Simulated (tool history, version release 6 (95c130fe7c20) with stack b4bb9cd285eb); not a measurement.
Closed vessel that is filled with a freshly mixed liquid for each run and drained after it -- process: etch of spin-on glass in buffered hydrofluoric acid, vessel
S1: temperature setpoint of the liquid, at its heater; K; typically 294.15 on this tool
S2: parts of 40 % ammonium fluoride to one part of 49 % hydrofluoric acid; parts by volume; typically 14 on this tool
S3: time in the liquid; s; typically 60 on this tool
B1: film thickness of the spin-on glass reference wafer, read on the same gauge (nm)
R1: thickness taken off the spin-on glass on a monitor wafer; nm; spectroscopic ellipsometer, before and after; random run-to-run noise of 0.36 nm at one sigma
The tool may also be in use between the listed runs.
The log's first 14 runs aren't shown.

run	hour	S1	S2	S3	B1	R1
15	868.5	298.15	10.5	90	59.99	236.92
16	1047	296.15	14	60	60	107.72
# hour 1092.8: gauge calibrated
17	1119	291.15	16.5	50	60.05	58.08
18	1165.5	294.15	14	60	59.99	97.17
19	1213.6	294.15	14	85	59.99	137.04
20	1279.9	294.15	14	60	59.98	97.1
21	1306.4	290.15	14	60	60.01	77.57
22	1356.3	294.15	14	60	59.98	96.98
23	1425.9	294.15	14	80	60.02	129.72
# hour 1438.1: hydrofluoric acid flow meter replaced
24	1458.6	297.65	18	90	60.06	137.99
25	1491.6	294.15	14	60	60.06	97.34
26	1553	294.15	14	30	60	48.69
27	1597.6	294.15	14	60	59.99	98.16
28	1796.6	297.65	16.5	85	59.99	143.17
29	1846.8	294.15	11.5	60	59.98	119.54
30	1911.2	291.65	17	70	60.01	81.88
31	1940.8	294.15	19	35	60.01	42.35
32	2001.3	295.65	16	60	60.02	94.18
33	2051.3	295.65	9	60	59.94	158.19
34	2086.3	294.15	14	90	59.98	147.99

Alternative continuations, all from the tool just after run 34; predict every row:
A	2087	294.15	14	60	?	?
B	2087	294.15	10	45	?	?
C	2087	295.65	14	40	?	?

run	B1	R1
A	59.99	99.09
B	59.99	103.26
C	59.99	71.76
Without the tool's hidden state the same runs would have given:
run	R1
A	96.11
B	100.15
C	69.62
